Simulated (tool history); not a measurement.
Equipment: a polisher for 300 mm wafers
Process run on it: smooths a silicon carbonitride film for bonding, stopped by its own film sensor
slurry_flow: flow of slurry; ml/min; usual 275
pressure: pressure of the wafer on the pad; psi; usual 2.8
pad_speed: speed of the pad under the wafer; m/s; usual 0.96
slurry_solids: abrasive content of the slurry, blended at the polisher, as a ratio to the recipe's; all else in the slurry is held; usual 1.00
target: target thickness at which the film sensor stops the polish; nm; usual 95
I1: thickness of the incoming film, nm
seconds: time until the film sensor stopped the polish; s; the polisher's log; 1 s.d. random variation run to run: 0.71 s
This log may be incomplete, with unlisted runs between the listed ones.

run 1 hour=0.0 | slurry_flow=275 pressure=2.8 pad_speed=1.20 slurry_solids=0.80 target=95 | I1=121.2 | seconds=89.3
run 2 hour=74.1 | slurry_flow=275 pressure=2.8 pad_speed=1.20 slurry_solids=0.80 target=95 | I1=121.6 | seconds=92.6
-- hour=121.4 head pressure recalibrated
run 3 hour=146.0 | slurry_flow=220 pressure=2.8 pad_speed=0.96 slurry_solids=1.00 target=88 | I1=119.8 | seconds=128.6
-- hour=168.7 worn pad replaced by a new one
-- hour=208.8 slurry nozzle cleaned
run 4 hour=214.2 | slurry_flow=275 pressure=2.8 pad_speed=0.96 slurry_solids=1.00 target=95 | I1=121.6 | seconds=93.7
-- hour=293.8 slurry blender recalibrated
run 5 hour=379.9 | slurry_flow=275 pressure=2.8 pad_speed=0.96 slurry_solids=1.00 target=95 | I1=119.9 | seconds=87.5
run 6 hour=453.4 | slurry_flow=275 pressure=1.8 pad_speed=0.96 slurry_solids=1.00 target=101 | I1=120.1 | seconds=103.4
run 7 hour=522.0 | slurry_flow=275 pressure=2.8 pad_speed=0.96 slurry_solids=1.00 target=95 | I1=119.4 | seconds=85.9
run 8 hour=575.9 | slurry_flow=275 pressure=2.1 pad_speed=1.24 slurry_solids=1.00 target=89 | I1=120.5 | seconds=124.6
run 9 hour=637.8 | slurry_flow=275 pressure=2.1 pad_speed=0.96 slurry_solids=1.00 target=95 | I1=121.8 | seconds=128.1
run 10 hour=724.4 | slurry_flow=215 pressure=3.6 pad_speed=0.96 slurry_solids=1.00 target=95 | I1=121.1 | seconds=78.2
run 11 hour=811.2 | slurry_flow=320 pressure=2.8 pad_speed=0.96 slurry_solids=1.10 target=100 | I1=119.5 | seconds=68.5
-- hour=853.1 slurry nozzle cleaned
run 12 hour=875.8 | slurry_flow=275 pressure=2.8 pad_speed=0.96 slurry_solids=1.00 target=95 | I1=120.3 | seconds=87.8
run 13 hour=922.2 | slurry_flow=275 pressure=2.8 pad_speed=0.96 slurry_solids=1.15 target=92 | I1=119.7 | seconds=93.2
-- hour=926.6 slurry blender recalibrated
-- hour=928.5 worn pad replaced by a new one
run 14 hour=1017.9 | slurry_flow=275 pressure=2.8 pad_speed=0.96 slurry_solids=1.00 target=95 | I1=118.7 | seconds=83.1
run 15 hour=1121.0 | slurry_flow=185 pressure=2.8 pad_speed=0.96 slurry_solids=1.00 target=104 | I1=121.4 | seconds=64.6
-- hour=1300.2 head pressure recalibrated
run 16 hour=1420.8 | slurry_flow=275 pressure=1.8 pad_speed=0.96 slurry_solids=1.00 target=101 | I1=118.7 | seconds=100.8
run 17 hour=1511.0 | slurry_flow=240 pressure=2.4 pad_speed=0.96 slurry_solids=1.00 target=95 | I1=120.8 | seconds=115.3
-- hour=1546.5 slurry nozzle cleaned
run 18 hour=1553.9 | slurry_flow=275 pressure=2.8 pad_speed=0.96 slurry_solids=1.00 target=95 | I1=120.3 | seconds=87.1
run 19 hour=1604.6 | slurry_flow=370 pressure=2.8 pad_speed=0.96 slurry_solids=1.00 target=95 | I1=121.6 | seconds=89.7
run 20 hour=1649.6 | slurry_flow=275 pressure=2.8 pad_speed=0.96 slurry_solids=1.00 target=95 | I1=122.6 | seconds=95.1
-- hour=1667.1 slurry blender recalibrated
-- hour=1701.9 worn pad replaced by a new one
run 21 hour=1702.4 | slurry_flow=275 pressure=2.8 pad_speed=0.96 slurry_solids=1.00 target=95 | I1=118.0 | seconds=79.4
run 22 hour=1785.3 | slurry_flow=275 pressure=2.3 pad_speed=1.14 slurry_solids=1.00 target=95 | I1=120.0 | seconds=94.3
run 23 hour=1858.8 | slurry_flow=275 pressure=2.8 pad_speed=0.96 slurry_solids=1.00 target=95 | I1=121.1 | seconds=91.8
run 24 hour=1900.5 | slurry_flow=340 pressure=3.7 pad_speed=0.96 slurry_solids=1.00 target=95 | I1=117.7 | seconds=58.9
run 25 hour=2004.3 | slurry_flow=275 pressure=2.8 pad_speed=0.96 slurry_solids=1.00 target=95 | I1=119.8 | seconds=89.8
run 26 hour=2063.3 | slurry_flow=275 pressure=2.2 pad_speed=0.84 slurry_solids=1.10 target=95 | I1=120.3 | seconds=122.5
run 27 hour=2117.8 | slurry_flow=275 pressure=2.8 pad_speed=0.96 slurry_solids=1.00 target=95 | I1=120.5 | seconds=91.4
-- hour=2154.8 slurry nozzle cleaned
run 28 hour=2161.9 | slurry_flow=275 pressure=2.8 pad_speed=0.96 slurry_solids=1.25 target=95 | I1=117.4 | seconds=72.4

The next listed run, before its measurement:
run 29 hour=2219.2 | slurry_flow=275 pressure=2.0 pad_speed=1.06 slurry_solids=1.00 target=95 | I1=122.2 | seconds=?

Run 29 measured seconds 123.3 s.
On a tool with no hidden condition, and with the same random variation, this run would have come out at seconds 123.1 s.

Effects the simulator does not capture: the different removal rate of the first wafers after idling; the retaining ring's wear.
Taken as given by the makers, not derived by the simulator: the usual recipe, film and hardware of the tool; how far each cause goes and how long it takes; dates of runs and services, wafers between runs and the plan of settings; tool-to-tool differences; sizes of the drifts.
